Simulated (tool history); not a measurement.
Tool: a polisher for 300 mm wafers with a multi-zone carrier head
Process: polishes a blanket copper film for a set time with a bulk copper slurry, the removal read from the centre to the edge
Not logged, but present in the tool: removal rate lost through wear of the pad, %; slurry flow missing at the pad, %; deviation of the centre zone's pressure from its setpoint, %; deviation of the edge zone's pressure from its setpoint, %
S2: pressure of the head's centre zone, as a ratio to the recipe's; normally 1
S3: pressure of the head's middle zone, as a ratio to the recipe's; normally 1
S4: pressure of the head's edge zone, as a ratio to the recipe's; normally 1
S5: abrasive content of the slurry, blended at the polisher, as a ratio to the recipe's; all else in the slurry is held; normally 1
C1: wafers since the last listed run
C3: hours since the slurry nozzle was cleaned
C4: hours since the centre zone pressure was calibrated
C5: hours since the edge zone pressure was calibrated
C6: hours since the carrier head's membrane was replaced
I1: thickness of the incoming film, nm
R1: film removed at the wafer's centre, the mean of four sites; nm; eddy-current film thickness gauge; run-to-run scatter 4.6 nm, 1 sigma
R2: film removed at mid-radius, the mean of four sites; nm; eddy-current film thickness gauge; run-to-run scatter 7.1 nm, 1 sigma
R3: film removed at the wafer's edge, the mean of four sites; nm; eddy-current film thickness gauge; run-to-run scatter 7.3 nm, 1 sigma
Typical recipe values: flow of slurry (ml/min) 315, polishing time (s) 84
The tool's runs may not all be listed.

run 1 hour=0 | flow_of_slurry_(ml/min)=315 S2=1 S3=1 S4=1 S5=1 polishing_time_(s)=90 | C1=0 wafers_polished_on_this_pad=2597 C3=704.7 C4=948.5 C5=35.4 C6=1732.4 | I1=1878.7 | R1=594.9 R2=569.6 R3=561.1
-- hour=41.4 worn pad replaced by a new one
run 2 hour=46.9 | flow_of_slurry_(ml/min)=315 S2=1 S3=1 S4=1 S5=0.95 polishing_time_(s)=84 | C1=488 wafers_polished_on_this_pad=63 C3=751.6 C4=995.4 C5=82.3 C6=1779.3 | I1=1881 | R1=581.6 R2=556.9 R3=543.6
run 3 hour=142.1 | flow_of_slurry_(ml/min)=315 S2=1 S3=1 S4=1 S5=0.95 polishing_time_(s)=84 | C1=1083 wafers_polished_on_this_pad=1146 C3=846.8 C4=1090.6 C5=177.5 C6=1874.5 | I1=1861.5 | R1=573.8 R2=549.7 R3=529.3
-- hour=158.4 carrier head's membrane replaced by a new one
run 4 hour=192 | flow_of_slurry_(ml/min)=315 S2=1 S3=1 S4=1 S5=0.95 polishing_time_(s)=84 | C1=510 wafers_polished_on_this_pad=1657 C3=896.7 C4=1140.5 C5=227.4 C6=33.6 | I1=1868 | R1=566.6 R2=535.1 R3=531.4
-- hour=224.3 slurry nozzle cleaned
run 5 hour=238.9 | flow_of_slurry_(ml/min)=315 S2=1 S3=1 S4=1 S5=1 polishing_time_(s)=84 | C1=522 wafers_polished_on_this_pad=2179 C3=14.6 C4=1187.4 C5=274.3 C6=80.5 | I1=1869.8 | R1=568.4 R2=550.7 R3=532.9
run 6 hour=308.3 | flow_of_slurry_(ml/min)=315 S2=1 S3=1 S4=1 S5=1 polishing_time_(s)=84 | C1=789 wafers_polished_on_this_pad=2969 C3=84 C4=1256.8 C5=343.7 C6=149.9 | I1=1890.1 | R1=544.5 R2=537.5 R3=513.5
-- hour=324.9 worn pad replaced by a new one
run 7 hour=333.2 | flow_of_slurry_(ml/min)=315 S2=1 S3=1 S4=1 S5=1 polishing_time_(s)=84 | C1=237 wafers_polished_on_this_pad=94 C3=108.9 C4=1281.7 C5=368.6 C6=174.8 | I1=1883.1 | R1=592.7 R2=563.4 R3=551.2
run 8 hour=357.8 | flow_of_slurry_(ml/min)=315 S2=1 S3=1 S4=1 S5=1 polishing_time_(s)=69 | C1=279 wafers_polished_on_this_pad=373 C3=133.5 C4=1306.3 C5=393.2 C6=199.4 | I1=1890.2 | R1=480.1 R2=465 R3=452.5
run 9 hour=419.5 | flow_of_slurry_(ml/min)=350 S2=1 S3=1 S4=0.93 S5=1 polishing_time_(s)=84 | C1=702 wafers_polished_on_this_pad=1075 C3=195.2 C4=1368 C5=454.9 C6=261.1 | I1=1870.4 | R1=587.2 R2=582.4 R3=529.8
run 10 hour=450.7 | flow_of_slurry_(ml/min)=315 S2=1 S3=1 S4=1 S5=1 polishing_time_(s)=84 | C1=355 wafers_polished_on_this_pad=1430 C3=226.4 C4=1399.2 C5=486.1 C6=292.3 | I1=1861.7 | R1=585.1 R2=570.3 R3=548.3
run 11 hour=497.1 | flow_of_slurry_(ml/min)=315 S2=1 S3=1.09 S4=1 S5=1 polishing_time_(s)=84 | C1=527 wafers_polished_on_this_pad=1958 C3=272.8 C4=1445.6 C5=532.5 C6=338.7 | I1=1863.7 | R1=563.9 R2=591.5 R3=538.6
run 12 hour=562.7 | flow_of_slurry_(ml/min)=275 S2=1 S3=1 S4=1 S5=1 polishing_time_(s)=60 | C1=746 wafers_polished_on_this_pad=2705 C3=338.4 C4=1511.2 C5=598.1 C6=404.3 | I1=1865.2 | R1=389.2 R2=379.7 R3=376
-- hour=577.7 worn pad replaced by a new one
-- hour=579.6 edge zone pressure recalibrated
run 13 hour=617 | flow_of_slurry_(ml/min)=315 S2=1 S3=1 S4=1 S5=1 polishing_time_(s)=84 | C1=551 wafers_polished_on_this_pad=425 C3=392.7 C4=1565.5 C5=37.4 C6=458.6 | I1=1903.9 | R1=593.6 R2=574.1 R3=549.9
-- hour=646.2 centre zone pressure recalibrated
run 14 hour=673.2 | flow_of_slurry_(ml/min)=315 S2=1.09 S3=1 S4=1 S5=0.85 polishing_time_(s)=84 | C1=616 wafers_polished_on_this_pad=1042 C3=448.9 C4=27 C5=93.6 C6=514.8 | I1=1922.2 | R1=607.4 R2=542.3 R3=532.3
run 15 hour=702.7 | flow_of_slurry_(ml/min)=360 S2=1 S3=0.93 S4=1.07 S5=1 polishing_time_(s)=98 | C1=335 wafers_polished_on_this_pad=1378 C3=478.4 C4=56.5 C5=123.1 C6=544.3 | I1=1922.8 | R1=687.1 R2=635.7 R3=686
run 16 hour=749.5 | flow_of_slurry_(ml/min)=315 S2=1 S3=1 S4=1 S5=1 polishing_time_(s)=84 | C1=532 wafers_polished_on_this_pad=1910 C3=525.2 C4=103.3 C5=169.9 C6=591.1 | I1=1873.4 | R1=574.6 R2=558.1 R3=549
run 17 hour=802.3 | flow_of_slurry_(ml/min)=315 S2=1.05 S3=1 S4=1 S5=0.7 polishing_time_(s)=84 | C1=600 wafers_polished_on_this_pad=2511 C3=578 C4=156.1 C5=222.7 C6=643.9 | I1=1888.8 | R1=521.7 R2=478.2 R3=472.3
run 18 hour=837.8 | flow_of_slurry_(ml/min)=405 S2=1 S3=1 S4=1 S5=1 polishing_time_(s)=84 | C1=403 wafers_polished_on_this_pad=2915 C3=613.5 C4=191.6 C5=258.2 C6=679.4 | I1=1864.3 | R1=562.6 R2=558.8 R3=526.3
-- hour=861.2 worn pad replaced by a new one
run 19 hour=896.2 | flow_of_slurry_(ml/min)=350 S2=1 S3=1 S4=0.93 S5=1 polishing_time_(s)=84 | C1=618 wafers_polished_on_this_pad=398 C3=671.9 C4=250 C5=316.6 C6=737.8 | I1=1851.3 | R1=595.1 R2=579.3 R3=553
-- hour=939.1 slurry nozzle cleaned
run 20 hour=956.5 | flow_of_slurry_(ml/min)=315 S2=1 S3=1 S4=1 S5=1 polishing_time_(s)=84 | C1=674 wafers_polished_on_this_pad=1072 C3=17.4 C4=310.3 C5=376.9 C6=798.1 | I1=1883.8 | R1=587.2 R2=562.9 R3=551
run 21 hour=1020.6 | flow_of_slurry_(ml/min)=315 S2=0.92 S3=0.96 S4=1 S5=1 polishing_time_(s)=84 | C1=729 wafers_polished_on_this_pad=1802 C3=81.5 C4=374.4 C5=441 C6=862.2 | I1=1892.9 | R1=527 R2=547.2 R3=541.9

Per-run results on a tool with no hidden state, each run keeping its own random variation:
run=1 R1=639.7 R2=612.4 R3=603.3
run=2 R1=584 R2=559.2 R3=545.9
run=3 R1=582.2 R2=557.8 R3=537.1
run=4 R1=582.4 R2=550 R3=546.2
run=5 R1=594.3 R2=575.8 R3=557.3
run=6 R1=589.5 R2=581.8 R3=555.8
run=7 R1=596 R2=566.6 R3=554.3
run=8 R1=483.3 R2=468.1 R3=455.5
run=9 R1=595.9 R2=591 R3=537.6
run=10 R1=597.9 R2=582.9 R3=560.3
run=11 R1=584.7 R2=613.2 R3=558.4
run=12 R1=415.2 R2=405.1 R3=401.1
run=13 R1=594.7 R2=575.2 R3=550.9
run=14 R1=613.2 R2=547.5 R3=537.4
run=15 R1=698.3 R2=646 R3=697.2
run=16 R1=592.4 R2=575.4 R3=566.1
run=17 R1=549.9 R2=504 R3=497.8
run=18 R1=604 R2=600 R3=565
run=19 R1=596 R2=580.2 R3=553.8
run=20 R1=592.8 R2=568.3 R3=556.3
run=21 R1=541 R2=561.7 R3=556.4
